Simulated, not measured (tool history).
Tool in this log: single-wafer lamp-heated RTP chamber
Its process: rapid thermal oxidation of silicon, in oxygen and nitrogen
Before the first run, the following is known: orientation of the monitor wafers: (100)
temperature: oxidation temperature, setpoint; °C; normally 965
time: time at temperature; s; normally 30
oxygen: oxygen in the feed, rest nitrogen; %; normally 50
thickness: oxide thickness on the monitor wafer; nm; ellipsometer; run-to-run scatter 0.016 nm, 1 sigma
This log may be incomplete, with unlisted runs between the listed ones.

run	hour	temperature	time	oxygen	read-back reference wafer on the same gauge, thickness	thickness
1	0.0	965	30	50	2.660	2.991
2	17.7	965	30	50	2.661	3.006
3	32.7	965	30	50	2.662	3.014
4	48.1	965	30	50	2.661	2.986
5	54.9	965	30	50	2.660	2.981
6	68.3	965	30	50	2.659	3.037
7	74.9	965	30	50	2.662	3.026
8	82.1	965	30	50	2.658	2.999
9	89.7	980	18	50	2.660	2.781
# hour 115.8: oxygen flow controller replaced
10	141.7	974	30	68	2.660	3.481
11	184.5	965	16	50	2.663	2.587
# hour 194.1: pyrometer window cleaned and pyrometer calibrated
12	199.2	965	30	50	2.661	2.921
# hour 201.5: gauge calibrated
13	214.0	965	41	64	2.660	3.450
14	220.5	965	30	50	2.662	2.915
15	237.9	982	30	50	2.659	3.240
16	249.0	965	18	50	2.662	2.537
17	266.3	965	21	50	2.659	2.665

Each row is a separate what-if for the run after 17, all from the same tool condition, not one after another. Results?
A	266.7	965	30	50	?	?
B	266.7	976	25	50	?	?
C	266.7	989	15	80	?	?

run	read-back reference wafer on the same gauge, thickness	thickness
A	2.658	2.953
B	2.658	2.953
C	2.658	3.023
The same runs, with their run-to-run variation unchanged, on a tool lacking any hidden condition would have given:
run	thickness
A	2.915
B	2.914
C	2.979
